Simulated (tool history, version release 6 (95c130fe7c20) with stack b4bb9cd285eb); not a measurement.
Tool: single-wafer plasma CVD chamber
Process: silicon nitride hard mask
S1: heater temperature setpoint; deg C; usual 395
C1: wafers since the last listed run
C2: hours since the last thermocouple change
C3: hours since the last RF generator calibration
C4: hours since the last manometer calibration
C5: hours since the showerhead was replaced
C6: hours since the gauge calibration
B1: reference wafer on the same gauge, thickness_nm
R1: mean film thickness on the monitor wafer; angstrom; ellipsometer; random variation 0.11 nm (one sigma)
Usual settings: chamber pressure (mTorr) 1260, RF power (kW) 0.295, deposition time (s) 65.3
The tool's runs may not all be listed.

Run 1, day 0.000: usual settings but deposition time (s) 59.4; C1 0; C2 983.6; C3 721.8; C4 1292.3; C5 4685.8; C6 77.1; B1 60.590. Result: R1 627.39 angstrom.
Run 2, day 0.462: usual settings but deposition time (s) 59.4; C1 124; C2 994.7; C3 732.9; C4 1303.4; C5 4696.9; C6 88.2; B1 60.585. Result: R1 627.10 angstrom.
Run 3, day 0.771: usual settings but deposition time (s) 59.4; C1 83; C2 1002.1; C3 740.3; C4 1310.8; C5 4704.3; C6 95.6; B1 60.609. Result: R1 627.64 angstrom.
Run 4, day 1.421: usual settings but deposition time (s) 70.5; C1 175; C2 1017.7; C3 755.9; C4 1326.4; C5 4719.9; C6 111.2; B1 60.602. Result: R1 744.06 angstrom.
Run 5, day 2.146: usual settings; C1 195; C2 1035.1; C3 773.3; C4 1343.8; C5 4737.3; C6 128.6; B1 60.597. Result: R1 688.81 angstrom.
Run 6, day 2.667: usual settings; C1 140; C2 1047.6; C3 785.8; C4 1356.3; C5 4749.8; C6 141.1; B1 60.587. Result: R1 686.62 angstrom.
Run 7, day 3.100: usual settings; C1 116; C2 1058.0; C3 796.2; C4 1366.7; C5 4760.2; C6 151.5; B1 60.592. Result: R1 689.56 angstrom.
At day 3.108: gauge calibrated.
At day 3.879: capacitance manometer re-zeroed and calibrated.
At day 3.883: showerhead replaced.
Run 8, day 3.900: usual settings; C1 124; C2 1077.2; C3 815.4; C4 0.5; C5 0.4; C6 19.0; B1 60.612. Result: R1 689.63 angstrom.
Run 9, day 4.296: usual settings; C1 106; C2 1086.7; C3 824.9; C4 10.0; C5 9.9; C6 28.5; B1 60.579. Result: R1 689.24 angstrom.
Run 10, day 4.554: usual settings but S1 382 deg C, RF power (kW) 0.355; C1 69; C2 1092.9; C3 831.1; C4 16.2; C5 16.1; C6 34.7; B1 60.600. Result: R1 795.11 angstrom.
Run 11, day 5.262: usual settings; C1 191; C2 1109.9; C3 848.1; C4 33.2; C5 33.1; C6 51.7; B1 60.614. Result: R1 690.16 angstrom.
At day 5.871: thermocouple changed; heater temperature recalibrated.
Run 12, day 5.892: usual settings; C1 79; C2 0.5; C3 863.2; C4 48.3; C5 48.2; C6 66.8; B1 60.633. Result: R1 687.21 angstrom.
At day 6.338: RF generator calibrated.
Run 13, day 6.358: usual settings but chamber pressure (mTorr) 1520, deposition time (s) 70.6; C1 35; C2 11.7; C3 0.5; C4 59.5; C5 59.4; C6 78.0; B1 60.607. Result: R1 823.14 angstrom.
Run 14, day 6.850: usual settings but S1 404 deg C; C1 132; C2 23.5; C3 12.3; C4 71.3; C5 71.2; C6 89.8; B1 60.601. Result: R1 706.63 angstrom.
Run 15, day 7.192: usual settings; C1 92; C2 31.7; C3 20.5; C4 79.5; C5 79.4; C6 98.0; B1 60.612. Result: R1 707.01 angstrom.
Run 16, day 7.600: usual settings but S1 390 deg C, chamber pressure (mTorr) 1050, RF power (kW) 0.280, deposition time (s) 76.2; C1 110; C2 41.5; C3 30.3; C4 89.3; C5 89.2; C6 107.8; B1 60.611. Result: R1 736.84 angstrom.
Run 17, day 7.971: usual settings but chamber pressure (mTorr) 1510; C1 100; C2 50.4; C3 39.2; C4 98.2; C5 98.1; C6 116.7; B1 60.598. Result: R1 754.57 angstrom.
Run 18, day 8.692: usual settings but S1 409 deg C, chamber pressure (mTorr) 1360, RF power (kW) 0.335, deposition time (s) 58.6; C1 194; C2 67.7; C3 56.5; C4 115.5; C5 115.4; C6 134.0; B1 60.587. Result: R1 712.45 angstrom.

Forecast each of these 3 alternatives for the next run:
Run A, day 8.708: usual settings; C1 4; C2 68.1; C3 56.9; C4 115.9; C5 115.8; C6 134.4; B1 ?. Result: R1 ?.
Run B, day 8.708: usual settings but S1 384 deg C; C1 4; C2 68.1; C3 56.9; C4 115.9; C5 115.8; C6 134.4; B1 ?. Result: R1 ?.
Run C, day 8.708: usual settings but S1 401 deg C, chamber pressure (mTorr) 970, RF power (kW) 0.320; C1 4; C2 68.1; C3 56.9; C4 115.9; C5 115.8; C6 134.4; B1 ?. Result: R1 ?.

run      B1      R1
  A  60.588  707.45
  B  60.588  710.33
  C  60.588  670.98
Without the tool's hidden state the same runs would have given:
run      R1
  A  723.75
  B  726.69
  C  685.97

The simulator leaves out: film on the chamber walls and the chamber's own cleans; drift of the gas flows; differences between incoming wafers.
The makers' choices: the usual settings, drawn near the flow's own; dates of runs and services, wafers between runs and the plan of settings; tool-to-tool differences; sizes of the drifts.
